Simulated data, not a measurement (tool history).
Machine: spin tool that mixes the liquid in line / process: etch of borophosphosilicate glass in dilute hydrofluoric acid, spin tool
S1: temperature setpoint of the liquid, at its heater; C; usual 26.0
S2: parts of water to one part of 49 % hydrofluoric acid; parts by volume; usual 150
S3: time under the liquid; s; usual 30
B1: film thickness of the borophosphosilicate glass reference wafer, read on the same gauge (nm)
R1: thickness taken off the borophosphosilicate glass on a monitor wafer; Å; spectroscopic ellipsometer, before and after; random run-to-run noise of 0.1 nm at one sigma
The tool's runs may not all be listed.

{"run": 1, "hour": 0.0, "S1": 26.0, "S2": 150, "S3": 30, "B1": 150.01, "R1": 135.0}
{"run": 2, "hour": 14.0, "S1": 26.0, "S2": 150, "S3": 30, "B1": 150.0, "R1": 134.3}
{"run": 3, "hour": 21.0, "S1": 26.0, "S2": 150, "S3": 30, "B1": 150.0, "R1": 134.3}
{"run": 4, "hour": 30.1, "S1": 26.0, "S2": 150, "S3": 30, "B1": 149.98, "R1": 134.1}
{"run": 5, "hour": 44.2, "S1": 26.0, "S2": 150, "S3": 30, "B1": 149.99, "R1": 137.2}
{"run": 6, "hour": 59.5, "S1": 26.0, "S2": 150, "S3": 30, "B1": 149.99, "R1": 132.7}
{"run": 7, "hour": 69.3, "S1": 26.0, "S2": 150, "S3": 30, "B1": 150.02, "R1": 133.3}
{"run": 8, "hour": 85.9, "S1": 26.0, "S2": 150, "S3": 30, "B1": 150.0, "R1": 136.1}
{"run": 9, "hour": 94.1, "S1": 26.0, "S2": 150, "S3": 30, "B1": 150.0, "R1": 135.6}
{"run": 10, "hour": 102.5, "S1": 26.0, "S2": 150, "S3": 25, "B1": 149.99, "R1": 112.7}
{"run": 11, "hour": 111.3, "S1": 26.0, "S2": 150, "S3": 30, "B1": 149.99, "R1": 136.4}
{"run": 12, "hour": 123.4, "S1": 30.0, "S2": 105, "S3": 45, "B1": 150.0, "R1": 356.8}
{"run": 13, "hour": 131.4, "S1": 26.0, "S2": 150, "S3": 30, "B1": 150.01, "R1": 135.8}
{"run": 14, "hour": 146.1, "S1": 26.0, "S2": 150, "S3": 30, "B1": 150.01, "R1": 134.6}
{"run": 15, "hour": 154.3, "S1": 26.0, "S2": 110, "S3": 30, "B1": 149.99, "R1": 193.4}
{"run": 16, "hour": 163.9, "S1": 23.0, "S2": 150, "S3": 30, "B1": 149.99, "R1": 119.5}
{"run": 17, "hour": 178.7, "S1": 29.0, "S2": 220, "S3": 40, "B1": 149.98, "R1": 125.2}
{"run": 18, "hour": 191.0, "S1": 26.0, "S2": 150, "S3": 40, "B1": 150.0, "R1": 178.9}
{"run": 19, "hour": 204.0, "S1": 26.0, "S2": 80, "S3": 30, "B1": 149.99, "R1": 278.5}
{"run": 20, "hour": 217.5, "S1": 26.0, "S2": 150, "S3": 30, "B1": 150.01, "R1": 134.1}
{"run": 21, "hour": 223.7, "S1": 26.0, "S2": 105, "S3": 30, "B1": 150.0, "R1": 205.7}

Not shown here: 3 entries made in the log between runs. Locate each between two listed runs and compare the hidden state at the listed run before it with the hidden state at the listed run after it:
Runs 8 to 9: hydrofluoric acid flow meter replaced (hour 90.9)
  nothing in the hidden state changes from one run to the other
Runs 10 to 11: gauge calibrated (hour 109.4)
  nothing in the hidden state changes from one run to the other
Runs 14 to 15: thermometer replaced (hour 153.4)
  nothing in the hidden state changes from one run to the other
